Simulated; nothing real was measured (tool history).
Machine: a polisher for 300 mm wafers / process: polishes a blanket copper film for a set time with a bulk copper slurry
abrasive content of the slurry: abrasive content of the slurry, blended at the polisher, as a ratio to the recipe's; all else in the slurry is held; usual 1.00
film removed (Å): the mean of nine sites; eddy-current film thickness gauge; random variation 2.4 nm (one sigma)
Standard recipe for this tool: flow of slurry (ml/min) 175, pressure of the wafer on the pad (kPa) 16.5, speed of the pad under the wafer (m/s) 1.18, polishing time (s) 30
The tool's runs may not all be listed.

run	hour	flow of slurry (ml/min)	pressure of the wafer on the pad (kPa)	speed of the pad under the wafer (m/s)	abrasive content of the slurry	polishing time (s)	wafers since the last listed run	wafers polished on this pad	hours since the slurry nozzle was cleaned	hours since the head pressure was calibrated	hours since the slurry blender was calibrated	incoming thickness of the incoming film, nm	film removed (Å)
1	0.0	175	16.5	1.18	1.00	30	0	858	60.2	474.0	301.4	4078.3	3059
2	32.2	175	16.5	1.18	1.00	30	303	1161	92.4	506.2	333.6	4071.9	3038
# hour 37.4: worn pad replaced by a new one
3	65.2	175	16.5	1.18	1.00	30	273	261	125.4	539.2	366.6	4095.3	3042
4	82.8	145	14.5	1.18	1.00	30	165	427	143.0	556.8	384.2	4043.9	2579
# hour 153.9: slurry blender recalibrated
5	160.7	145	14.5	1.18	1.00	30	714	1142	220.9	634.7	6.8	4094.4	2615
6	182.1	175	16.5	1.18	1.00	35	201	1343	242.3	656.1	28.2	4078.7	3495
# hour 199.9: worn pad replaced by a new one
7	200.6	175	16.5	1.18	1.00	35	136	6	260.8	674.6	46.7	4037.3	3460
8	223.3	175	16.5	1.18	1.00	35	213	220	283.5	697.3	69.4	4049.4	3508
9	252.8	175	16.5	1.18	1.00	30	277	497	313.0	726.8	98.9	4079.8	3017
# hour 266.3: head pressure recalibrated
10	282.2	175	16.5	1.18	1.00	30	257	755	342.4	15.9	128.3	4070.3	2967
11	309.1	175	16.5	1.44	1.00	34	253	1009	369.3	42.8	155.2	4091.7	3963
12	321.9	175	16.5	1.18	1.00	33	120	1129	382.1	55.6	168.0	4031.7	3231
# hour 328.0: worn pad replaced by a new one
13	340.0	175	16.5	1.18	1.00	33	132	112	400.2	73.7	186.1	4047.0	3221
14	354.0	175	16.5	1.18	1.00	33	131	244	414.2	87.7	200.1	4087.6	3221
15	366.3	175	16.5	1.18	1.00	27	115	360	426.5	100.0	212.4	4046.4	2580
# hour 391.5: slurry nozzle cleaned
16	396.4	175	16.5	1.18	1.00	33	273	634	4.9	130.1	242.5	4088.8	3102
17	417.0	195	16.5	0.88	0.70	33	193	828	25.5	150.7	263.1	4135.9	2204
18	447.9	190	16.5	1.18	0.85	30	290	1119	56.4	181.6	294.0	4101.9	2683
# hour 469.5: worn pad replaced by a new one
19	471.1	175	16.5	1.18	1.00	34	180	14	79.6	204.8	317.2	4065.1	3206
20	498.1	125	11.7	1.06	1.00	30	254	269	106.6	231.8	344.2	3994.8	1691
21	525.8	225	16.5	1.18	1.00	30	260	529	134.3	259.5	371.9	4043.3	2851
# hour 531.5: slurry nozzle cleaned, repeated, since the last time left the tool worse
# hour 534.6: slurry blender recalibrated
22	557.5	175	16.5	1.18	1.00	27	270	800	26.0	291.2	22.9	4114.4	2711
23	602.7	205	14.5	1.48	1.00	26	425	1225	71.2	336.4	68.1	4090.7	2892
# hour 633.4: worn pad replaced by a new one
24	633.9	175	16.5	1.18	1.00	35	256	4	102.4	367.6	99.3	3982.8	3564
25	644.2	195	16.5	0.88	0.70	33	96	101	112.7	377.9	109.6	4116.3	2408
26	656.5	175	14.5	1.18	0.70	30	115	217	125.0	390.2	121.9	4069.8	2456
27	669.0	205	16.5	1.18	1.00	40	117	334	137.5	402.7	134.4	4067.0	4137
28	683.5	175	16.5	1.18	1.00	30	136	471	152.0	417.2	148.9	4060.5	3019
29	712.3	155	21.4	0.82	1.00	30	271	742	180.8	446.0	177.7	4063.5	2834
30	739.0	120	16.5	1.18	1.15	30	251	994	207.5	472.7	204.4	4052.2	2981

Each row is a separate what-if for the run after 30, all from the same tool condition, not one after another. Results?
A	739.4	175	16.5	1.18	1.00	30	3	997	207.9	473.1	204.8	4126.8	?
B	739.4	120	16.5	1.18	1.00	30	3	997	207.9	473.1	204.8	4126.8	?
C	739.4	175	16.5	1.18	1.20	30	3	997	207.9	473.1	204.8	4126.8	?
D	739.4	175	16.5	1.18	1.15	27	3	997	207.9	473.1	204.8	4126.8	?

run	film removed (Å)
A	2978
B	2829
C	3119
D	2777
Had the tool no hidden state, the same runs would have come out as:
run	film removed (Å)
A	3002
B	2860
C	3145
D	2800
